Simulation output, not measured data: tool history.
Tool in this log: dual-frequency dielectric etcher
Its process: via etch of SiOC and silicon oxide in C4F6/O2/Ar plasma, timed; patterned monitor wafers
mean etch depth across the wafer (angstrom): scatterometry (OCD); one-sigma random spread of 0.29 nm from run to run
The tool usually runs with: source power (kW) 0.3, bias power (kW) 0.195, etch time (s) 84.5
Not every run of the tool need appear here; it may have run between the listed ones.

run    hour  source power (kW)  bias power (kW)  etch time (s)  read-back reference wafer on the same gauge, depth_nm  mean etch depth across the wafer (angstrom)
  1       0                0.3            0.195           84.5                                                   69.3                                          753
  2      84                0.3            0.195           84.5                                                   69.4                                          755
      379.1  -- wet clean of the chamber
  3   402.9                0.3            0.195           84.5                                                   69.4                                          755
  4   456.4                0.3            0.195           84.5                                                   69.5                                          756
  5   710.1                0.3            0.195           84.5                                                   69.5                                          753
      806.6  -- wet clean of the chamber
  6   807.1                0.3            0.195           84.5                                                   69.5                                          744
      908.7  -- source power generator calibrated
  7   909.2                0.3            0.195           84.5                                                   69.5                                          761
  8   958.7                0.3            0.195           84.5                                                   69.3                                          761
  9  1060.4                0.3            0.195           84.5                                                   69.3                                          767
     1112.4  -- bias power generator calibrated
 10  1152.9                0.3            0.195           84.5                                                   69.3                                          785
 11  1196.4               0.36            0.195           84.5                                                   69.4                                          863
 12  1246.3                0.3            0.195           84.5                                                   69.3                                          776
     1289.3  -- wet clean of the chamber
     1308.8  -- upper electrode replaced
 13  1309.3               0.36            0.221           84.5                                                   69.4                                          902
 14  1351.2                0.3            0.243           84.5                                                   69.5                                          836
 15  1387.9               0.37            0.182             67                                                   69.4                                          678
 16  1455.6               0.35            0.195            103                                                   69.4                                         1034
 17  1597.8               0.25            0.195           59.5                                                   69.4                                          483
 18  1653.2                0.3            0.195           67.5                                                   69.4                                          613
     1678.5  -- gauge calibrated
 19  1702.8                0.3            0.195           97.5                                                   69.4                                          882
     1752.3  -- wet clean of the chamber
 20  1804.7               0.27            0.243           84.5                                                   69.4                                          786
 21    1887               0.22            0.171             73                                                   69.5                                          511
     2167.5  -- wet clean of the chamber
 22  2191.9                0.3            0.195           84.5                                                   69.5                                          770
 23  2247.5               0.36            0.195           74.5                                                   69.3                                          749
 24  2304.8               0.36            0.221           84.5                                                   69.4                                          885

Results per run with the tool's hidden condition removed, run-to-run variation unchanged:
Hidden state present: etch rate over this chamber's usual, %; source power that arrives over what is set, %; bias power that arrives over what is set, %; gauge reads high (%).
run  mean etch depth across the wafer (angstrom)
  1                                          782
  2                                          785
  3                                          788
  4                                          790
  5                                          788
  6                                          779
  7                                          780
  8                                          780
  9                                          787
 10                                          789
 11                                          868
 12                                          781
 13                                          910
 14                                          845
 15                                          686
 16                                         1047
 17                                          491
 18                                          623
 19                                          898
 20                                          802
 21                                          522
 22                                          790
 23                                          768
 24                                          909
